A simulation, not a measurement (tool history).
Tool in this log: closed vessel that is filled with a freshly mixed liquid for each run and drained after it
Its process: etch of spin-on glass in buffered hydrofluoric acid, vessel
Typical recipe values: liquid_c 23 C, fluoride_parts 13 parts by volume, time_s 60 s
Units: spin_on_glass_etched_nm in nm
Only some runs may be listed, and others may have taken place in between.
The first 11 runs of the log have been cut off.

run    hour  liquid_c  fluoride_parts  time_s  wafers since the last listed run  hours since the thermometer was replaced  hours since the hydrofluoric acid flow meter was replaced  hours since the gauge calibration  read-back film thickness of the spin-on glass reference wafer, read on the same gauge (nm)  spin_on_glass_etched_nm
 12   738.4      21.5              13      60                              6953                                      57.2                                                      790.8                              240.8                                                                                       29.99                    138.5
 13   794.3      21.5              13      60                              7211                                     113.1                                                      846.7                              296.7                                                                                          30                   141.44
 14   829.3        23              13      60                              4515                                     148.1                                                      881.7                              331.7                                                                                       29.98                   154.68
 15   855.8        23              13      60                              3418                                     174.6                                                      908.2                              358.2                                                                                       30.01                   154.65
 16   891.2        23              13      60                              4566                                       210                                                      943.6                              393.6                                                                                          30                   156.06
 17   946.2      20.5               9      45                              7095                                       265                                                      998.6                              448.6                                                                                       30.01                   143.79
 18   977.8        23              13      60                              4076                                     296.6                                                     1030.2                              480.2                                                                                          30                    159.2
 19  1021.5      24.5              18      30                              5637                                     340.3                                                     1073.9                              523.9                                                                                       29.97                    62.51
 20  1086.5        23              11      30                              8385                                     405.3                                                     1138.9                              588.9                                                                                          30                    96.14
     1134.1  -- hydrofluoric acid flow meter replaced
 21  1134.6      18.5            10.5      75                              6075                                     453.4                                                        0.5                                637                                                                                       29.98                   183.12
     1152.7  -- thermometer replaced
 22  1190.3        23              13      35                              7056                                      37.6                                                       56.2                              692.7                                                                                       30.01                    84.91
 23  1223.5        23              15      60                              4282                                      70.8                                                       89.4                              725.9                                                                                       29.99                   125.86
 24  1273.8      18.5              16      70                              6488                                     121.1                                                      139.7                              776.2                                                                                       29.99                   108.67
 25  1308.9        23              11      70                              4527                                     156.2                                                      174.8                              811.3                                                                                          30                    202.9
 26  1354.7      24.5              18      30                              5908                                       202                                                      220.6                              857.1                                                                                       29.98                    59.14
 27  1420.2        23            11.5      75                              8449                                     267.5                                                      286.1                              922.6                                                                                       29.98                   212.49

Expected results for the next run?
     1453.5  -- gauge calibrated
 28  1476.6      24.5              17      80                              7275                                     323.9                                                      342.5                               23.1                                                                                           ?                        ?

{"run 28": {"read-back film thickness of the spin-on glass reference wafer, read on the same gauge (nm)": 29.97, "spin_on_glass_etched_nm": 170.36}}
Take away the tool's hidden state, keep the run-to-run variation as it was, and the same run would have given spin_on_glass_etched_nm 156.83 nm.
